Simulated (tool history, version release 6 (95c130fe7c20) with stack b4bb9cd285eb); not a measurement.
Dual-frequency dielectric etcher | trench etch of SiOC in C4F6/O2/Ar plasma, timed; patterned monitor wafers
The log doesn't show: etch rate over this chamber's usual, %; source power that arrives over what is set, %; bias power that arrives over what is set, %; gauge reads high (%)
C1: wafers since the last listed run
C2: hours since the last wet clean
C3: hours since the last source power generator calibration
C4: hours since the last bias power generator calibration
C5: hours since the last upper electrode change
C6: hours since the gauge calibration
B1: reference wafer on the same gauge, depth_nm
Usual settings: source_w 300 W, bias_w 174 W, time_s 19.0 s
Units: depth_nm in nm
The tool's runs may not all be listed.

run 1 day=0.000 | source_w=300 bias_w=174 time_s=19.0 | C1=0 C2=388.0 C3=1851.2 C4=4144.8 C5=3958.1 C6=1637.8 | B1=31.49 | depth_nm=34.15
run 2 day=2.679 | source_w=300 bias_w=174 time_s=19.0 | C1=820 C2=452.3 C3=1915.5 C4=4209.1 C5=4022.4 C6=1702.1 | B1=31.49 | depth_nm=34.00
-- day=3.854 upper electrode replaced
run 3 day=4.433 | source_w=300 bias_w=174 time_s=19.0 | C1=230 C2=494.4 C3=1957.6 C4=4251.2 C5=13.9 C6=1744.2 | B1=31.51 | depth_nm=34.18
run 4 day=5.462 | source_w=300 bias_w=174 time_s=19.0 | C1=315 C2=519.1 C3=1982.3 C4=4275.9 C5=38.6 C6=1768.9 | B1=31.50 | depth_nm=34.18
run 5 day=7.442 | source_w=300 bias_w=174 time_s=21.5 | C1=606 C2=566.6 C3=2029.8 C4=4323.4 C5=86.1 C6=1816.4 | B1=31.52 | depth_nm=38.36
-- day=11.546 source power generator calibrated
-- day=12.121 wet clean of the chamber
-- day=13.038 gauge calibrated
run 6 day=13.525 | source_w=300 bias_w=174 time_s=19.0 | C1=1636 C2=33.7 C3=47.5 C4=4469.4 C5=232.1 C6=11.7 | B1=31.51 | depth_nm=34.18
run 7 day=19.079 | source_w=300 bias_w=174 time_s=13.5 | C1=1700 C2=167.0 C3=180.8 C4=4602.7 C5=365.4 C6=145.0 | B1=31.50 | depth_nm=24.15
run 8 day=20.796 | source_w=340 bias_w=161 time_s=20.5 | C1=525 C2=208.2 C3=222.0 C4=4643.9 C5=406.6 C6=186.2 | B1=31.52 | depth_nm=37.19
-- day=22.550 bias power generator calibrated
run 9 day=23.517 | source_w=370 bias_w=204 time_s=19.0 | C1=782 C2=273.5 C3=287.3 C4=23.2 C5=471.9 C6=251.5 | B1=31.52 | depth_nm=38.35
run 10 day=29.438 | source_w=350 bias_w=196 time_s=24.5 | C1=1813 C2=415.6 C3=429.4 C4=165.3 C5=614.0 C6=393.6 | B1=31.50 | depth_nm=47.92
run 11 day=31.317 | source_w=260 bias_w=202 time_s=16.5 | C1=575 C2=460.7 C3=474.5 C4=210.4 C5=659.1 C6=438.7 | B1=31.50 | depth_nm=29.96
run 12 day=32.808 | source_w=300 bias_w=205 time_s=19.0 | C1=456 C2=496.5 C3=510.3 C4=246.2 C5=694.9 C6=474.5 | B1=31.50 | depth_nm=36.07
run 13 day=34.908 | source_w=300 bias_w=174 time_s=14.5 | C1=643 C2=546.9 C3=560.7 C4=296.6 C5=745.3 C6=524.9 | B1=31.52 | depth_nm=25.90
-- day=36.225 wet clean of the chamber
run 14 day=37.583 | source_w=230 bias_w=174 time_s=22.5 | C1=512 C2=32.6 C3=624.9 C4=360.8 C5=809.5 C6=589.1 | B1=31.50 | depth_nm=37.54
run 15 day=40.425 | source_w=240 bias_w=132 time_s=22.5 | C1=870 C2=100.8 C3=693.1 C4=429.0 C5=877.7 C6=657.3 | B1=31.51 | depth_nm=34.37
run 16 day=41.938 | source_w=360 bias_w=154 time_s=16.0 | C1=463 C2=137.1 C3=729.4 C4=465.3 C5=914.0 C6=693.6 | B1=31.48 | depth_nm=29.21
run 17 day=44.179 | source_w=370 bias_w=143 time_s=24.0 | C1=686 C2=190.9 C3=783.2 C4=519.1 C5=967.8 C6=747.4 | B1=31.50 | depth_nm=43.01
run 18 day=45.262 | source_w=300 bias_w=174 time_s=19.0 | C1=331 C2=216.9 C3=809.2 C4=545.1 C5=993.8 C6=773.4 | B1=31.49 | depth_nm=34.12
run 19 day=48.058 | source_w=340 bias_w=174 time_s=23.5 | C1=856 C2=284.0 C3=876.3 C4=612.2 C5=1060.9 C6=840.5 | B1=31.50 | depth_nm=43.93
run 20 day=50.288 | source_w=300 bias_w=174 time_s=19.0 | C1=682 C2=337.5 C3=929.8 C4=665.7 C5=1114.4 C6=894.0 | B1=31.48 | depth_nm=34.24
run 21 day=52.188 | source_w=330 bias_w=174 time_s=17.5 | C1=581 C2=383.1 C3=975.4 C4=711.3 C5=1160.0 C6=939.6 | B1=31.50 | depth_nm=32.30
run 22 day=53.258 | source_w=300 bias_w=144 time_s=19.0 | C1=327 C2=408.8 C3=1001.1 C4=737.0 C5=1185.7 C6=965.3 | B1=31.48 | depth_nm=32.01
run 23 day=55.879 | source_w=340 bias_w=174 time_s=15.0 | C1=802 C2=471.7 C3=1064.0 C4=799.9 C5=1248.6 C6=1028.2 | B1=31.53 | depth_nm=27.85
run 24 day=58.100 | source_w=320 bias_w=205 time_s=16.0 | C1=680 C2=525.0 C3=1117.3 C4=853.2 C5=1301.9 C6=1081.5 | B1=31.51 | depth_nm=30.94
run 25 day=59.675 | source_w=300 bias_w=157 time_s=19.0 | C1=482 C2=562.8 C3=1155.1 C4=891.0 C5=1339.7 C6=1119.3 | B1=31.49 | depth_nm=32.77
run 26 day=61.388 | source_w=300 bias_w=174 time_s=20.5 | C1=524 C2=603.9 C3=1196.2 C4=932.1 C5=1380.8 C6=1160.4 | B1=31.49 | depth_nm=36.80
-- day=62.817 wet clean of the chamber
run 27 day=63.821 | source_w=300 bias_w=174 time_s=19.0 | C1=438 C2=24.1 C3=1254.6 C4=990.5 C5=1439.2 C6=1218.8 | B1=31.50 | depth_nm=34.04
run 28 day=66.733 | source_w=340 bias_w=174 time_s=19.0 | C1=891 C2=94.0 C3=1324.5 C4=1060.4 C5=1509.1 C6=1288.7 | B1=31.51 | depth_nm=35.34
run 29 day=68.567 | source_w=240 bias_w=174 time_s=19.0 | C1=561 C2=138.0 C3=1368.5 C4=1104.4 C5=1553.1 C6=1332.7 | B1=31.50 | depth_nm=31.87

5 ways to go on from here, each from the tool as it stands after run 29. What would each give?
run A day=68.583 | source_w=300 bias_w=174 time_s=19.0 | C1=5 C2=138.4 C3=1368.9 C4=1104.8 C5=1553.5 C6=1333.1 | B1=? | depth_nm=?
run B day=68.583 | source_w=300 bias_w=139 time_s=19.0 | C1=5 C2=138.4 C3=1368.9 C4=1104.8 C5=1553.5 C6=1333.1 | B1=? | depth_nm=?
run C day=68.583 | source_w=240 bias_w=208 time_s=17.5 | C1=5 C2=138.4 C3=1368.9 C4=1104.8 C5=1553.5 C6=1333.1 | B1=? | depth_nm=?
run D day=68.583 | source_w=340 bias_w=198 time_s=22.0 | C1=5 C2=138.4 C3=1368.9 C4=1104.8 C5=1553.5 C6=1333.1 | B1=? | depth_nm=?
run E day=68.583 | source_w=300 bias_w=149 time_s=19.0 | C1=5 C2=138.4 C3=1368.9 C4=1104.8 C5=1553.5 C6=1333.1 | B1=? | depth_nm=?

run=A B1=31.48 depth_nm=34.21
run=B B1=31.48 depth_nm=31.72
run=C B1=31.48 depth_nm=31.42
run=D B1=31.48 depth_nm=43.02
run=E B1=31.48 depth_nm=32.46
Without the tool's hidden state the same runs would have given:
run=A depth_nm=34.21
run=B depth_nm=31.72
run=C depth_nm=31.42
run=D depth_nm=43.02
run=E depth_nm=32.46
